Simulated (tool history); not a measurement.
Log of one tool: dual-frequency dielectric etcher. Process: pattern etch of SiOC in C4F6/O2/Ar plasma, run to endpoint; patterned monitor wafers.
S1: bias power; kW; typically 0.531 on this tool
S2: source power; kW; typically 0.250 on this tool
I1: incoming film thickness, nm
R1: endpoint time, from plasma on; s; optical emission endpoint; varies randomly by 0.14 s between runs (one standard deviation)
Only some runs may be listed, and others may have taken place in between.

run 1 day=0.000 | S1=0.531 S2=0.250 | I1=47.23 | R1=18.1
run 2 day=1.929 | S1=0.531 S2=0.280 | I1=47.12 | R1=17.1
run 3 day=4.646 | S1=0.531 S2=0.270 | I1=46.95 | R1=17.3
run 4 day=7.612 | S1=0.531 S2=0.270 | I1=47.85 | R1=17.6
run 5 day=9.808 | S1=0.531 S2=0.250 | I1=47.57 | R1=17.7
run 6 day=11.821 | S1=0.531 S2=0.250 | I1=47.16 | R1=17.4
run 7 day=13.708 | S1=0.531 S2=0.250 | I1=47.32 | R1=17.6
run 8 day=15.962 | S1=0.531 S2=0.250 | I1=47.22 | R1=17.7
run 9 day=18.383 | S1=0.531 S2=0.250 | I1=47.16 | R1=18.0
run 10 day=19.571 | S1=0.531 S2=0.250 | I1=47.11 | R1=17.9
run 11 day=21.638 | S1=0.444 S2=0.250 | I1=47.45 | R1=19.2
run 12 day=24.196 | S1=0.531 S2=0.230 | I1=47.38 | R1=18.4
run 13 day=26.367 | S1=0.531 S2=0.290 | I1=47.47 | R1=17.0
run 14 day=29.258 | S1=0.531 S2=0.250 | I1=47.19 | R1=17.5
run 15 day=31.212 | S1=0.580 S2=0.280 | I1=47.36 | R1=16.4
run 16 day=32.750 | S1=0.531 S2=0.250 | I1=47.46 | R1=17.5
run 17 day=35.342 | S1=0.656 S2=0.190 | I1=47.91 | R1=18.6
run 18 day=37.800 | S1=0.531 S2=0.250 | I1=47.07 | R1=17.4
run 19 day=39.604 | S1=0.455 S2=0.200 | I1=47.53 | R1=20.0
run 20 day=42.004 | S1=0.634 S2=0.250 | I1=47.44 | R1=16.8
run 21 day=44.617 | S1=0.434 S2=0.250 | I1=47.49 | R1=18.9
run 22 day=50.854 | S1=0.418 S2=0.250 | I1=47.52 | R1=18.8

Put back what was entered between runs (5 entries, withheld): which listed runs does each sit between, and how does the hidden state differ from the listed run before to the listed run after?
In the gap between runs 7 and 8: source power generator calibrated (day 15.729)
  etch rate over this chamber's usual, %: 3.12 -> 3.62
  the result without the hidden state subtracted from the measured one, R1: -0.5 -> -0.7 s
In the gap between runs 8 and 9: wet clean of the chamber (day 17.142)
  etch rate over this chamber's usual, %: 3.62 -> 0.241
  the result without the hidden state subtracted from the measured one, R1: -0.7 -> +0.0 s
In the gap between runs 13 and 14: upper electrode replaced (day 29.238)
  etch rate over this chamber's usual, %: 2 -> 2.63
  the result without the hidden state subtracted from the measured one, R1: -0.4 -> -0.5 s
In the gap between runs 16 and 17: bias power generator calibrated (day 34.638); wet clean of the chamber (day 35.321)
  etch rate over this chamber's usual, %: 3.4 -> 0.77
  the result without the hidden state subtracted from the measured one, R1: -0.6 -> -0.1 s
